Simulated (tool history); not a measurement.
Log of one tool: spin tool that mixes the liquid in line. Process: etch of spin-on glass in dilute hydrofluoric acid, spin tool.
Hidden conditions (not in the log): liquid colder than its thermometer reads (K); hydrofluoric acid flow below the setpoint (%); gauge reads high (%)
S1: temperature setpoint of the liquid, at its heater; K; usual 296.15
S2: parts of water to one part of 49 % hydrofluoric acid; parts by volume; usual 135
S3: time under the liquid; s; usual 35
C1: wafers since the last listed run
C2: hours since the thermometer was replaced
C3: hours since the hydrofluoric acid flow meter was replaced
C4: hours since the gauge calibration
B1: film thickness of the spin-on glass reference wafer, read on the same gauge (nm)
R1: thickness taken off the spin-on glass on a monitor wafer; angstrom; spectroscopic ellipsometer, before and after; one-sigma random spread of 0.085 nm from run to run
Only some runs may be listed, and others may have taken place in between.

| run | hour | S1 | S2 | S3 | C1 | C2 | C3 | C4 | B1 | R1 |
|---|---|---|---|---|---|---|---|---|---|---|
| 1 | 0 | 296.15 | 135 | 35 | 0 | 801.8 | 1920 | 143.1 | 99.99 | 80.3 |
| 2 | 15.9 | 296.15 | 135 | 35 | 298 | 817.7 | 1935.9 | 159 | 99.99 | 80.2 |
| 3 | 49 | 296.15 | 135 | 35 | 621 | 850.8 | 1969 | 192.1 | 100.01 | 79 |
| 4 | 80.5 | 298.65 | 135 | 35 | 591 | 882.3 | 2000.5 | 223.6 | 100.02 | 88 |
| 5 | 110.3 | 298.65 | 135 | 35 | 559 | 912.1 | 2030.3 | 253.4 | 99.99 | 87 |
| 6 | 145.9 | 298.65 | 135 | 35 | 668 | 947.7 | 2065.9 | 289 | 100.01 | 87.2 |
|  | 155.6 | gauge calibrated |
|  | 232.7 | hydrofluoric acid flow meter replaced |
| 7 | 234.1 | 296.15 | 135 | 35 | 1638 | 1035.9 | 1.4 | 78.5 | 99.99 | 87.7 |
| 8 | 258.8 | 294.15 | 135 | 35 | 464 | 1060.6 | 26.1 | 103.2 | 100.01 | 80.9 |
|  | 280.2 | thermometer replaced |
| 9 | 293.9 | 294.15 | 135 | 35 | 640 | 13.7 | 61.2 | 138.3 | 100 | 89.7 |
| 10 | 317.1 | 294.15 | 135 | 35 | 435 | 36.9 | 84.4 | 161.5 | 100 | 88.8 |
| 11 | 337.2 | 296.15 | 135 | 35 | 377 | 57 | 104.5 | 181.6 | 100 | 96.8 |
| 12 | 356.6 | 296.15 | 135 | 35 | 364 | 76.4 | 123.9 | 201 | 99.99 | 95.8 |
| 13 | 380.2 | 296.15 | 135 | 45 | 443 | 100 | 147.5 | 224.6 | 99.99 | 121.8 |
| 14 | 407.8 | 296.15 | 135 | 35 | 518 | 127.6 | 175.1 | 252.2 | 100 | 95.6 |
| 15 | 420.4 | 300.65 | 195 | 30 | 236 | 140.2 | 187.7 | 264.8 | 100.01 | 61.7 |
| 16 | 454.5 | 296.15 | 190 | 25 | 640 | 174.3 | 221.8 | 298.9 | 100 | 44.7 |
| 17 | 467.7 | 297.65 | 195 | 45 | 247 | 187.5 | 235 | 312.1 | 100.01 | 82.1 |
|  | 498.5 | gauge calibrated |
| 18 | 498.6 | 296.15 | 135 | 35 | 580 | 218.4 | 265.9 | 0.1 | 99.99 | 93.4 |
| 19 | 513.7 | 298.65 | 110 | 25 | 283 | 233.5 | 281 | 15.2 | 100 | 91.8 |
| 20 | 536.1 | 294.15 | 135 | 25 | 420 | 255.9 | 303.4 | 37.6 | 100.01 | 62.3 |
| 21 | 564.8 | 296.15 | 190 | 15 | 539 | 284.6 | 332.1 | 66.3 | 100 | 26.5 |
| 22 | 596.4 | 296.15 | 175 | 55 | 593 | 316.2 | 363.7 | 97.9 | 100 | 107.3 |
| 23 | 614.3 | 296.15 | 135 | 30 | 336 | 334.1 | 381.6 | 115.8 | 100 | 78.7 |
| 24 | 635 | 296.15 | 135 | 55 | 388 | 354.8 | 402.3 | 136.5 | 99.99 | 144.8 |

3 options for the next run, each taken on its own from the tool as it stands now. Forecast them:
| A | 635.4 | 296.15 | 135 | 35 | 7 | 355.2 | 402.7 | 136.9 | ? | ? |
| B | 635.4 | 296.15 | 165 | 35 | 7 | 355.2 | 402.7 | 136.9 | ? | ? |
| C | 635.4 | 296.15 | 135 | 40 | 7 | 355.2 | 402.7 | 136.9 | ? | ? |

| run | B1 | R1 |
|---|---|---|
| A | 100 | 91.4 |
| B | 100 | 72.3 |
| C | 100 | 104.4 |
Take away the tool's hidden state, keep each run's random variation, and the runs would have read:
| run | R1 |
|---|---|
| A | 97.3 |
| B | 77 |
| C | 111.2 |
